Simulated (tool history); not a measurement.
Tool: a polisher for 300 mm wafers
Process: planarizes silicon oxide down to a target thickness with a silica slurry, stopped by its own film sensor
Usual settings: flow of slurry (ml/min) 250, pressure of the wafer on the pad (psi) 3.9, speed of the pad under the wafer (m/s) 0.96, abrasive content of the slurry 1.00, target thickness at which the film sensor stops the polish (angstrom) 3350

run   hour  flow of slurry (ml/min)  pressure of the wafer on the pad (psi)  speed of the pad under the wafer (m/s)  abrasive content of the slurry  target thickness at which the film sensor stops the polish (angstrom)  incoming thickness of the incoming film, nm  time until the film sensor stopped the polish (s)
  1    0.0                      250                                     3.9                                    0.96                            1.00                                                                   3900                                        641.9                                              135.8
       8.6  -- worn pad replaced by a new one
  2   11.1                      290                                     3.9                                    0.96                            1.00                                                                   3350                                        653.7                                              165.1
  3   23.7                      250                                     3.9                                    0.96                            1.05                                                                   3350                                        646.1                                              162.9
  4   33.0                      250                                     3.9                                    0.96                            1.00                                                                   3350                                        651.4                                              171.5
      38.8  -- slurry blender recalibrated
  5   46.4                      300                                     3.4                                    0.96                            1.00                                                                   4330                                        655.5                                              134.4
  6   58.2                      250                                     3.9                                    0.96                            1.00                                                                   2610                                        649.9                                              209.9
  7   65.8                      250                                     3.9                                    0.96                            1.15                                                                   3870                                        648.2                                              132.2
  8   77.5                      250                                     3.9                                    0.96                            1.00                                                                   3350                                        641.2                                              167.7
  9   89.4                      250                                     3.9                                    0.96                            1.00                                                                   2770                                        646.7                                              202.9
     104.7  -- head pressure recalibrated
 10  105.2                      250                                     3.9                                    0.96                            1.00                                                                   4450                                        651.6                                              113.0
     109.7  -- worn pad replaced by a new one
 11  121.9                      250                                     4.5                                    0.96                            0.85                                                                   4250                                        645.1                                              116.5
 12  135.8                      285                                     3.9                                    0.78                            1.15                                                                   2630                                        647.1                                              209.2
     155.9  -- slurry nozzle cleaned
 13  156.4                      250                                     3.9                                    0.76                            1.00                                                                   3960                                        649.0                                              142.9
 14  170.2                      250                                     3.9                                    0.96                            1.00                                                                   3350                                        647.6                                              161.5
 15  181.4                      250                                     3.5                                    0.88                            0.85                                                                   2540                                        649.0                                              267.6
     189.3  -- worn pad replaced by a new one
     193.9  -- conditioning disc replaced and pad reconditioned
 16  195.7                      250                                     2.9                                    0.96                            0.75                                                                   3350                                        640.9                                              265.8
 17  204.0                      250                                     2.7                                    1.28                            1.00                                                                   3350                                        648.0                                              205.6
     214.9  -- slurry blender recalibrated
 18  215.4                      250                                     3.9                                    0.96                            1.00                                                                   3350                                        656.4                                              171.0
 19  224.2                      250                                     3.9                                    0.96                            0.70                                                                   2970                                        656.0                                              248.9
 20  240.2                      250                                     3.9                                    0.96                            1.10                                                                   3350                                        660.8                                              162.0
 21  247.3                      250                                     3.2                                    0.96                            1.00                                                                   3350                                        643.1                                              198.2
 22  257.0                      250                                     3.5                                    0.96                            1.20                                                                   3350                                        648.1                                              167.2
 23  270.5                      250                                     3.9                                    0.96                            1.00                                                                   3350                                        663.7                                              175.6
 24  278.9                      210                                     3.9                                    1.16                            0.90                                                                   2970                                        637.6                                              184.3
     291.0  -- worn pad replaced by a new one
 25  291.5                      215                                     3.9                                    0.72                            1.00                                                                   3350                                        648.0                                              195.6

4 ways to go on from here, each from the tool as it stands after run 25. What would each give?
  A  292.0                      250                                     3.9                                    0.96                            1.00                                                                   3350                                        657.0                                                  ?
  B  292.0                      250                                     4.7                                    0.76                            1.15                                                                   3870                                        657.0                                                  ?
  C  292.0                      290                                     4.6                                    0.96                            1.25                                                                   3350                                        657.0                                                  ?
  D  292.0                      275                                     3.9                                    0.96                            1.10                                                                   3350                                        657.0                                                  ?

run  time until the film sensor stopped the polish (s)
  A                                              173.5
  B                                              124.1
  C                                              127.1
  D                                              161.5
Without the tool's hidden state the same runs would have given:
run  time until the film sensor stopped the polish (s)
  A                                              165.2
  B                                              118.1
  C                                              121.8
  D                                              154.5

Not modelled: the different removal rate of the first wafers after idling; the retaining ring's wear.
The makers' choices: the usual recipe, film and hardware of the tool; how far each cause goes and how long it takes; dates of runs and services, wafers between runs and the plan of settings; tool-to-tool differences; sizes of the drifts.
